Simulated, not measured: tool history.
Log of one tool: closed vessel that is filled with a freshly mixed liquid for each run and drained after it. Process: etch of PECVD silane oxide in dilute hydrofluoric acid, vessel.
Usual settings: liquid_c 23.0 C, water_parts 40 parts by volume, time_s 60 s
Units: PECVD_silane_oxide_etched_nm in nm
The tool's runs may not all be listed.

run	day	liquid_c	water_parts	time_s	read-back film thickness of the PECVD silane oxide reference wafer, read on the same gauge (nm)	PECVD_silane_oxide_etched_nm
1	0.000	23.0	40	60	29.98	55.20
2	2.933	23.0	40	60	30.01	55.07
3	5.350	23.0	40	60	30.03	56.17
4	7.912	23.0	40	60	29.98	56.24
5	10.433	23.0	40	60	29.97	56.19
# day 13.142: thermometer replaced
6	13.162	23.0	40	60	30.01	53.25
# day 13.979: hydrofluoric acid flow meter replaced
7	15.292	23.0	40	60	29.98	50.85
8	16.829	23.0	40	60	29.99	51.27
9	19.325	23.0	40	60	30.05	51.87
10	21.979	23.0	40	60	30.00	51.93
# day 24.279: gauge calibrated
11	24.908	18.5	30	50	29.98	49.06
12	27.017	23.0	55	75	30.02	46.76
13	28.367	24.5	45	50	29.98	41.76
14	29.538	23.0	40	60	30.04	53.05
15	30.746	23.0	45	50	29.98	39.29
16	33.096	18.5	50	80	30.01	46.53

The next listed run, before its measurement:
17	34.246	23.0	40	60	?	?

{"run 17": {"read-back film thickness of the PECVD silane oxide reference wafer, read on the same gauge (nm)": 30.01, "PECVD_silane_oxide_etched_nm": 54.22}}
Without the tool's hidden state the same run would have given PECVD_silane_oxide_etched_nm 51.30 nm.
